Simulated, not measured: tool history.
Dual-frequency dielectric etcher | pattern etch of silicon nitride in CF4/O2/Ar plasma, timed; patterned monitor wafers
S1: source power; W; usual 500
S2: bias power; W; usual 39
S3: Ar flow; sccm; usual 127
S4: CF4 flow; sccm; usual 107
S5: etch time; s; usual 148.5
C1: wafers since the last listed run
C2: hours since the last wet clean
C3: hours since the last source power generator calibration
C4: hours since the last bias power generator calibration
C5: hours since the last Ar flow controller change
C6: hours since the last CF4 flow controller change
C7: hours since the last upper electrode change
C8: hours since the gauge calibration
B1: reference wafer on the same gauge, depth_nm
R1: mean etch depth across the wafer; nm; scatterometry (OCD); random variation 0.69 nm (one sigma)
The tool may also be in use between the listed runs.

run	day	S1	S2	S3	S4	S5	C1	C2	C3	C4	C5	C6	C7	C8	B1	R1
1	0	500	34	127	107	148.5	0	370.3	3609.4	2275.9	20.5	2663.6	6234.7	262	242	250.6
# day 0.292: CF4 flow controller replaced
2	0.55	500	34	127	107	148.5	55	383.5	3622.6	2289.1	33.7	6.2	6247.9	275.2	242.3	252.8
# day 1.846: upper electrode replaced
3	1.867	500	34	127	107	148.5	58	415.1	3654.2	2320.7	65.3	37.8	0.5	306.8	242.1	251.5
4	1.879	500	39	127	120	180.5	2	415.4	3654.5	2321	65.6	38.1	0.8	307.1	241.8	330.8
5	1.946	500	45	127	107	182	12	417	3656.1	2322.6	67.2	39.7	2.4	308.7	242.1	354.8
6	2.233	440	29	155	107	148.5	53	423.9	3663	2329.5	74.1	46.6	9.3	315.6	242.2	199.9
7	2.671	440	29	155	107	148.5	80	434.4	3673.5	2340	84.6	57.1	19.8	326.1	241.9	200.5
# day 2.988: gauge calibrated
8	3.288	500	39	127	107	148.5	113	449.2	3688.3	2354.8	99.4	71.9	34.6	7.2	241.9	269.2
9	3.925	440	30	127	107	148.5	117	464.5	3703.6	2370.1	114.7	87.2	49.9	22.5	241.7	207.3
10	4.379	500	39	108	88	148.5	83	475.4	3714.5	2381	125.6	98.1	60.8	33.4	241.9	267.9
# day 5.392: wet clean of the chamber
11	5.412	500	39	127	107	112.5	6	0.5	3739.3	2405.8	150.4	122.9	85.6	58.2	242	204.5
# day 6.771: bias power generator calibrated
12	6.792	500	30	127	127	148.5	223	33.6	3772.4	0.5	183.5	156	118.7	91.3	242	240.7
13	7.225	590	39	127	130	129	79	44	3782.8	10.9	193.9	166.4	129.1	101.7	242	277.3
14	7.679	550	34	127	107	132	83	54.9	3793.7	21.8	204.8	177.3	140	112.6	242	244.9
# day 8.604: source power generator calibrated
15	9.596	500	45	127	107	182	322	100.9	23.8	67.8	250.8	223.3	186	158.6	242	354.5
16	9.892	500	39	127	107	148.5	54	108	30.9	74.9	257.9	230.4	193.1	165.7	242	268.5
17	10.575	500	39	137	107	182.5	125	124.4	47.3	91.3	274.3	246.8	209.5	182.1	242	328.6
18	11.283	500	39	127	107	148.5	130	141.4	64.3	108.3	291.3	263.8	226.5	199.1	242	268.6
19	12.258	500	39	98	107	148.5	179	164.8	87.7	131.7	314.7	287.2	249.9	222.5	242	276.2
20	13.433	500	39	127	89	148.5	216	193	115.9	159.9	342.9	315.4	278.1	250.7	242	264.1

Forecast each of these 5 alternatives for the next run:
A	13.454	500	39	110	107	148.5	3	193.5	116.4	160.4	343.4	315.9	278.6	251.2	?	?
B	13.454	550	39	127	131	148.5	3	193.5	116.4	160.4	343.4	315.9	278.6	251.2	?	?
C	13.454	390	39	158	107	148.5	3	193.5	116.4	160.4	343.4	315.9	278.6	251.2	?	?
D	13.454	570	34	138	107	148.5	3	193.5	116.4	160.4	343.4	315.9	278.6	251.2	?	?
E	13.454	500	39	150	107	148.5	3	193.5	116.4	160.4	343.4	315.9	278.6	251.2	?	?

run	B1	R1
A	242	273
B	242	300.6
C	242	208.3
D	242	281.7
E	242	264.8
Without the tool's hidden state the same runs would have given:
run	R1
A	273
B	300.6
C	208.3
D	281.7
E	264.8
